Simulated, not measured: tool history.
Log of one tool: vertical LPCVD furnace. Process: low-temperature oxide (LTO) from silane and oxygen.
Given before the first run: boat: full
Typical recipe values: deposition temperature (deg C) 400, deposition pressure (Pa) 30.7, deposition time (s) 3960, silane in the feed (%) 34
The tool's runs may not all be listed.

run	day	deposition temperature (deg C)	deposition pressure (Pa)	deposition time (s)	silane in the feed (%)	wafers since the last listed run	hours since the last temperature calibration	hours since the pressure gauge was zeroed	hours since the silane flow controller was replaced	hours since the gauge calibration	read-back reference wafer on the same gauge, thickness	film thickness on the monitor wafer in the middle of the boat (Å)
1	0	400	30.7	3960	34	0	3249.5	2286.2	2765.6	755.9	644.34	5356.1
2	1.921	400	30.7	3960	34	497	3295.6	2332.3	2811.7	802	644.95	5399.1
3	3.475	400	30.7	3960	34	402	3332.9	2369.6	2849	839.3	643.67	5385.8
4	6.021	400	30.7	4830	34	659	3394	2430.7	2910.1	900.4	644.04	6594.4
5	7.088	400	30.7	4830	34	276	3419.6	2456.3	2935.7	926	644.01	6491.5
6	12.621	400	30.7	4830	34	1433	3552.4	2589.1	3068.5	1058.8	643.97	6511.8
7	15.258	400	30.7	3960	34	683	3615.7	2652.4	3131.8	1122.1	644.08	5329.6
8	16.367	400	30.7	3960	34	287	3642.3	2679	3158.4	1148.7	644.7	5340.7
9	19.004	400	30.7	3960	34	683	3705.6	2742.3	3221.7	1212	642.65	5335.5
10	20.962	400	30.7	3960	34	507	3752.6	2789.3	3268.7	1259	645.42	5339.5
11	22.758	400	30.7	3960	34	465	3795.7	2832.4	3311.8	1302.1	642.77	5299.9
# day 24.454: thermocouples replaced and temperature profile calibrated
12	25.625	400	30.7	3960	34	483	28.1	2901.2	3380.6	1370.9	644.9	5365.1
13	27.392	400	30.7	3960	34	457	70.5	2943.6	3423	1413.3	643.18	5270.9
14	29.717	400	30.7	3960	34	602	126.3	2999.4	3478.8	1469.1	644.52	5363.8
15	32.521	400	30.7	3960	34	726	193.6	3066.7	3546.1	1536.4	643.01	5249.2
# day 33.612: silane flow controller replaced
16	34.938	400	30.7	2700	34	366	251.6	3124.7	31.8	1594.4	644.15	3839.7
17	37.9	405	30.7	3960	34	767	322.7	3195.8	102.9	1665.5	642.96	5933.1
# day 38.592: gauge calibrated
18	38.933	400	30.7	3960	34	267	347.5	3220.6	127.7	8.2	644.08	5662.9
# day 41.325: pressure gauge zeroed
19	41.629	400	30.7	3960	34	439	412.2	7.3	192.4	72.9	643.55	5663.8
20	42.879	408	24.7	3570	32	323	442.2	37.3	222.4	102.9	644	4109.6
21	45.467	400	30.7	3960	34	670	504.3	99.4	284.5	165	643.64	5608.5
22	46.908	407	30.7	5340	34	373	538.9	134	319.1	199.6	645.11	8205.1
23	49.712	400	30.7	3960	40	726	606.2	201.3	386.4	266.9	644.24	6935.2
24	51.15	400	30.7	3960	34	372	640.7	235.8	420.9	301.4	644.12	5626.5
25	52.704	400	34.7	3360	30	402	678	273.1	458.2	338.7	643.99	4449.6
26	55.475	400	30.7	3960	34	717	744.5	339.6	524.7	405.2	643.64	5568.5
27	56.588	400	30.7	3960	40	288	771.2	366.3	551.4	431.9	644.09	6861
28	59.229	412	30.7	3960	28	684	834.6	429.7	614.8	495.3	643.51	4853.1
29	61.421	409	25.3	5460	34	567	887.2	482.3	667.4	547.9	644.71	7022.8
30	63.238	394	25.3	3960	34	470	930.8	525.9	711	591.5	644.1	4276.9

Consider 3 possible next runs. They are alternatives, not a sequence: every one starts from the tool as it was left by run 30. What does each give?
A	63.458	400	30.7	3960	34	57	936.1	531.2	716.3	596.8	?	?
B	63.458	400	23.3	5160	34	57	936.1	531.2	716.3	596.8	?	?
C	63.458	400	30.7	4890	34	57	936.1	531.2	716.3	596.8	?	?

run	read-back reference wafer on the same gauge, thickness	film thickness on the monitor wafer in the middle of the boat (Å)
A	643.44	5578.9
B	643.44	5531.1
C	643.44	6889.1
Stripped of hidden state, with their random variation kept, the same runs would have yielded:
run	film thickness on the monitor wafer in the middle of the boat (Å)
A	5647.5
B	5599.2
C	6973.8

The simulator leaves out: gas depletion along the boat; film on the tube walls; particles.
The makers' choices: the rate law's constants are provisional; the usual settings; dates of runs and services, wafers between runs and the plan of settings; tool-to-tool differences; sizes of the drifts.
